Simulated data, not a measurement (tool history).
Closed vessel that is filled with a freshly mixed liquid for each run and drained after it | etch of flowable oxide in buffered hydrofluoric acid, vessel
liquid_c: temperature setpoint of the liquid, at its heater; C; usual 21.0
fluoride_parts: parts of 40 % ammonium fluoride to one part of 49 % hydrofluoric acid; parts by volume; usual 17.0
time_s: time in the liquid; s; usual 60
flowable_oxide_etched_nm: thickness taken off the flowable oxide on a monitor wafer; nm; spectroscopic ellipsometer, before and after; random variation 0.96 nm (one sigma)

run,day,liquid_c,fluoride_parts,time_s,wafers since the last listed run,hours since the thermometer was replaced,hours since the hydrofluoric acid flow meter was replaced,hours since the gauge calibration,"read-back film thickness of the flowable oxide reference wafer, read on the same gauge (nm)",flowable_oxide_etched_nm
1,0.000,19.0,17.0,60,0,1760.0,944.1,753.0,29.95,111.74
# day 0.479: hydrofluoric acid flow meter replaced
2,1.317,21.0,17.0,60,2657,1791.6,20.1,784.6,29.99,120.82
3,7.008,21.0,17.0,60,11862,1928.2,156.7,921.2,29.94,121.52
4,8.779,21.0,17.0,60,3690,1970.7,199.2,963.7,29.99,124.39
5,10.392,21.0,17.0,60,3360,2009.4,237.9,1002.4,29.97,123.49
6,11.408,21.0,17.0,45,2118,2033.8,262.3,1026.8,30.04,92.75
7,14.354,21.0,17.0,60,6139,2104.5,333.0,1097.5,30.02,122.06
8,16.021,21.0,17.0,60,3473,2144.5,373.0,1137.5,29.99,124.92
9,17.850,21.0,19.5,60,3812,2188.4,416.9,1181.4,29.97,109.69
10,20.388,21.0,19.5,60,5288,2249.3,477.8,1242.3,30.00,110.10
11,22.233,21.0,19.5,60,3847,2293.6,522.1,1286.6,29.99,107.35
12,23.250,21.0,17.0,60,2118,2318.0,546.5,1311.0,29.99,125.76
13,24.496,21.0,17.0,60,2596,2347.9,576.4,1340.9,29.97,127.70
14,27.012,21.0,13.0,50,5245,2408.3,636.8,1401.3,29.99,138.34
15,28.821,21.0,13.0,50,3768,2451.7,680.2,1444.7,29.96,136.92
16,30.933,21.0,13.0,50,4402,2502.4,730.9,1495.4,30.03,139.55
# day 32.300: thermometer replaced
17,32.521,21.0,17.0,60,3221,5.3,769.0,1533.5,29.97,115.26
18,34.600,21.0,10.0,90,4333,55.2,818.9,1583.4,29.98,282.31
19,36.208,21.0,17.0,60,3352,93.8,857.5,1622.0,30.03,115.75
20,39.125,21.0,17.0,60,6078,163.8,927.5,1692.0,29.93,115.63
# day 39.558: gauge calibrated
21,41.142,21.0,10.5,85,4203,212.2,975.9,38.0,29.98,262.21
22,43.075,17.0,17.0,60,4029,258.6,1022.3,84.4,30.00,93.16
# day 44.671: hydrofluoric acid flow meter replaced
23,44.996,23.5,12.0,70,3916,304.7,7.8,130.5,30.01,210.94
24,47.988,21.0,17.0,75,6235,376.5,79.6,202.3,29.98,140.43
25,49.879,23.0,11.5,60,3942,421.9,125.0,247.7,30.01,180.89
26,52.038,25.5,14.5,60,4498,473.7,176.8,299.5,29.97,168.93
27,53.633,18.5,22.5,75,3326,512.0,215.1,337.8,30.04,96.33
28,54.871,19.5,11.5,30,2579,541.7,244.8,367.5,29.99,76.98
29,57.042,21.0,23.5,60,4524,593.8,296.9,419.6,30.01,85.07
30,58.829,19.5,11.5,30,3725,636.7,339.8,462.5,29.98,77.37
31,60.104,19.5,11.5,30,2657,667.3,370.4,493.1,29.97,77.04
32,62.308,23.5,17.0,60,4593,720.2,423.3,546.0,30.01,133.27
33,64.629,21.0,17.0,60,4837,775.9,479.0,601.7,29.98,116.56
34,65.708,17.0,10.0,60,2249,801.8,504.9,627.6,30.01,155.78

3 ways to go on from here, each from the tool as it stands after run 34. What would each give?
A,65.738,21.0,17.0,35,60,802.5,505.6,628.3,?,?
B,65.738,21.0,10.0,40,60,802.5,505.6,628.3,?,?
C,65.738,23.0,21.5,85,60,802.5,505.6,628.3,?,?

run,"read-back film thickness of the flowable oxide reference wafer, read on the same gauge (nm)",flowable_oxide_etched_nm
A,30.00,67.32
B,30.00,127.71
C,30.00,146.34
Without the tool's hidden state the same runs would have given:
run,flowable_oxide_etched_nm
A,61.41
B,118.05
C,135.05
